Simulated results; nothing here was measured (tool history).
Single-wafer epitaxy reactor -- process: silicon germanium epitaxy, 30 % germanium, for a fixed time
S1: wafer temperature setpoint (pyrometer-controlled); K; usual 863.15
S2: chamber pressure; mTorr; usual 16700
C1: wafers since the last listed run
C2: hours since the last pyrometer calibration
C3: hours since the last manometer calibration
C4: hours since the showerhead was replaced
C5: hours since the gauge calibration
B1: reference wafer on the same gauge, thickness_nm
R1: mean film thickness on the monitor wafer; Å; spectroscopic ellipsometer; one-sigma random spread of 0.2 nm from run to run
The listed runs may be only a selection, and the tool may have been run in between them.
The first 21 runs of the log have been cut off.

{"run": 22, "hour": 672.1, "S1": 872.15, "S2": 20200, "C1": 241, "C2": 471.6, "C3": 504.1, "C4": 424.1, "C5": 403.5, "B1": 39.345, "R1": 554.97}
{"run": 23, "hour": 687.4, "S1": 871.15, "S2": 13100, "C1": 209, "C2": 486.9, "C3": 519.4, "C4": 439.4, "C5": 418.8, "B1": 39.384, "R1": 470.49}
{"run": 24, "hour": 711.6, "S1": 851.15, "S2": 17800, "C1": 331, "C2": 511.1, "C3": 543.6, "C4": 463.6, "C5": 443, "B1": 39.28, "R1": 343.74}
{"run": 25, "hour": 727.2, "S1": 863.15, "S2": 16700, "C1": 213, "C2": 526.7, "C3": 559.2, "C4": 479.2, "C5": 458.6, "B1": 39.267, "R1": 430.59}
{"run": 26, "hour": 739.4, "S1": 863.15, "S2": 16700, "C1": 167, "C2": 538.9, "C3": 571.4, "C4": 491.4, "C5": 470.8, "B1": 39.322, "R1": 434.57}
{"run": 27, "hour": 757.2, "S1": 870.15, "S2": 16700, "C1": 243, "C2": 556.7, "C3": 589.2, "C4": 509.2, "C5": 488.6, "B1": 39.319, "R1": 501.58}
{"run": 28, "hour": 791.5, "S1": 871.15, "S2": 13800, "C1": 469, "C2": 591, "C3": 623.5, "C4": 543.5, "C5": 522.9, "B1": 39.344, "R1": 481.34}
{"run": 29, "hour": 825.8, "S1": 878.15, "S2": 18500, "C1": 469, "C2": 625.3, "C3": 657.8, "C4": 577.8, "C5": 557.2, "B1": 39.262, "R1": 612.99}
{"run": 30, "hour": 839.3, "S1": 863.15, "S2": 16700, "C1": 184, "C2": 638.8, "C3": 671.3, "C4": 591.3, "C5": 570.7, "B1": 39.347, "R1": 429.36}
{"run": 31, "hour": 857.9, "S1": 863.15, "S2": 16700, "C1": 254, "C2": 657.4, "C3": 689.9, "C4": 609.9, "C5": 589.3, "B1": 39.209, "R1": 435.8}
{"run": 32, "hour": 884.4, "S1": 863.15, "S2": 16700, "C1": 362, "C2": 683.9, "C3": 716.4, "C4": 636.4, "C5": 615.8, "B1": 39.309, "R1": 435.76}
{"run": 33, "hour": 907.4, "S1": 863.15, "S2": 16700, "C1": 315, "C2": 706.9, "C3": 739.4, "C4": 659.4, "C5": 638.8, "B1": 39.339, "R1": 434.22}
{"run": 34, "hour": 934.1, "S1": 874.15, "S2": 19900, "C1": 365, "C2": 733.6, "C3": 766.1, "C4": 686.1, "C5": 665.5, "B1": 39.288, "R1": 576.44}
{"run": 35, "hour": 966.6, "S1": 874.15, "S2": 16700, "C1": 445, "C2": 766.1, "C3": 798.6, "C4": 718.6, "C5": 698, "B1": 39.244, "R1": 546.97}
{"run": 36, "hour": 979.1, "S1": 863.15, "S2": 16700, "C1": 171, "C2": 778.6, "C3": 811.1, "C4": 731.1, "C5": 710.5, "B1": 39.299, "R1": 437.18}

3 ways to go on from here, each from the tool as it stands after run 36. What would each give?
{"run": "A", "hour": 979.5, "S1": 858.15, "S2": 16700, "C1": 5, "C2": 779, "C3": 811.5, "C4": 731.5, "C5": 710.9, "B1": "?", "R1": "?"}
{"run": "B", "hour": 979.5, "S1": 859.15, "S2": 13700, "C1": 5, "C2": 779, "C3": 811.5, "C4": 731.5, "C5": 710.9, "B1": "?", "R1": "?"}
{"run": "C", "hour": 979.5, "S1": 875.15, "S2": 19100, "C1": 5, "C2": 779, "C3": 811.5, "C4": 731.5, "C5": 710.9, "B1": "?", "R1": "?"}

run=A B1=39.423 R1=395.18
run=B B1=39.423 R1=377.48
run=C B1=39.423 R1=592.93
What these runs would have given with no unlogged condition in the tool:
run=A R1=391.27
run=B R1=373.75
run=C R1=587.07
